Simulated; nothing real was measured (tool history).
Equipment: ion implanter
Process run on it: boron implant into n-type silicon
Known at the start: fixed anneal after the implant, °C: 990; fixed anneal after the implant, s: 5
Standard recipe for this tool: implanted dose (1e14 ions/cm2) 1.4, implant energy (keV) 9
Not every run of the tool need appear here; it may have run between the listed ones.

run,day,implanted dose (1e14 ions/cm2),implant energy (keV),"read-back reference wafer on the same gauge, sheet resistance",sheet resistance of the implanted and annealed layer (ohm/square)
1,0,1.4,11,551.83,633.52
2,0.675,1.4,11,551.98,633.9
3,1.475,1.4,11,552.25,632.5
# day 1.788: gauge calibrated
4,2.325,1.4,9,552.27,648.27
5,3.058,1.4,9,552.11,648.03
6,7.042,1.08,8,551.74,803.79
7,7.967,1.08,8,551.8,802.3
8,9.242,1.08,8,551.89,799.59
9,10.492,1.08,9,551.78,788.15
10,11.475,1.08,9,552.15,787.3
11,12.458,1.08,9,552.14,786.71
12,13.867,1.4,9,551.86,643.98
# day 14.533: Faraday cup replaced and dose calibrated
13,14.554,1.4,12,552.01,650.77
14,15.812,1.01,10.5,552.16,850.38
# day 16.475: extraction supply calibrated
15,16.792,1.4,9,552.17,673.72
# day 17.65: gauge calibrated
16,17.75,1.4,9,551.79,672.29
17,18.679,1.09,11.5,552.02,788.87
18,20.162,1.58,11.5,552.25,595.54
19,21.196,1.52,6,552.19,665.72
20,22.417,1.4,9,551.49,671.55
21,23.721,1.24,11,551.91,719.71
22,24.908,1.57,9,552.02,615.33

For some of the steps in sheet resistance of the implanted and annealed layer (ohm/square) from one run to the next: how much would appear even if the tool had no hidden state, given the settings, what came in and random variation, and how much remains for the hidden state plus any gauge scatter that the measured result and the result without hidden state don't share?
Hidden state present: deviation of the true dose from the Faraday cup's reading, %; deviation of the true energy from its setpoint, %; gauge reads high (%).
Run 5 -> 6: implanted dose (1e14 ions/cm2) 1.4 -> 1.08, implant energy (keV) 9 -> 8. sheet resistance of the implanted and annealed layer (ohm/square) +155.76: hidden state -8.67, all else +164.43.
Run 12 -> 13: implant energy (keV) 9 -> 12, Faraday cup replaced and dose calibrated. sheet resistance of the implanted and annealed layer (ohm/square) +6.79: hidden state +30.3, all else -23.51.
Run 13 -> 14: implanted dose (1e14 ions/cm2) 1.4 -> 1.01, implant energy (keV) 12 -> 10.5. sheet resistance of the implanted and annealed layer (ohm/square) +199.61: hidden state -0.62, all else +200.23.
Run 17 -> 18: implanted dose (1e14 ions/cm2) 1.09 -> 1.58. sheet resistance of the implanted and annealed layer (ohm/square) -193.33: hidden state -0.01, all else -193.32.
